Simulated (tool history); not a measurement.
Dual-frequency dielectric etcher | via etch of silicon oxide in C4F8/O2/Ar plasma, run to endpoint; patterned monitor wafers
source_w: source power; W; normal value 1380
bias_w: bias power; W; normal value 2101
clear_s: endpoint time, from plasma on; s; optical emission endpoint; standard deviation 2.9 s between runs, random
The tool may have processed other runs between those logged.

run,hour,source_w,bias_w,wafers since the last listed run,hours since the last wet clean,hours since the last source power generator calibration,hours since the last bias power generator calibration,hours since the last upper electrode change,"incoming incoming film thickness, nm",clear_s
1,0,1380,2101,0,69.3,2449,3113,3034.2,2035.2,455.8
2,45.9,1380,2101,271,115.2,2494.9,3158.9,3080.1,2023.2,455.8
3,144.7,1500,2101,583,214,2593.7,3257.7,3178.9,2059.5,451.3
4,181.9,1380,2101,219,251.2,2630.9,3294.9,3216.1,2006.7,455.5
5,306.3,1380,2101,734,375.6,2755.3,3419.3,3340.5,2036,470.9
6,404.2,1380,2101,578,473.5,2853.2,3517.2,3438.4,2032.3,472.2
7,445.4,1380,2101,243,514.7,2894.4,3558.4,3479.6,2025.1,468.1
# hour 501: bias power generator calibrated
# hour 531.6: wet clean of the chamber
8,551.3,1180,2101,460,19.7,3000.3,50.3,3585.5,2057.6,487.5
9,616.7,1380,2101,386,85.1,3065.7,115.7,3650.9,2051.4,456.6
# hour 676.9: upper electrode replaced
10,677.4,1380,2101,216,145.8,3126.4,176.4,0.5,2039.2,455.2
11,727.2,1560,1747,294,195.6,3176.2,226.2,50.3,2052.1,458.3
12,769.7,1560,1894,251,238.1,3218.7,268.7,92.8,2039.5,445.3
13,839.2,1240,1846,410,307.6,3288.2,338.2,162.3,2031.3,508.6
# hour 860: source power generator calibrated
14,932.4,1380,2101,526,400.8,72.4,431.4,255.5,2059,466.5
15,1036,1190,1901,612,504.4,176,535,359.1,2047.7,525.1
16,1073.8,1510,1760,223,542.2,213.8,572.8,396.9,2027.5,466.3

Run 17, settings as shown, results not yet in. Your forecast:
# hour 1098.4: wet clean of the chamber
17,1130.8,1080,2524,194,32.4,270.8,629.8,453.9,2024.8,?

clear_s: 479.6 s
Were there no unlogged condition in the tool, this run, its random variation unchanged, would have produced clear_s 479.5 s.
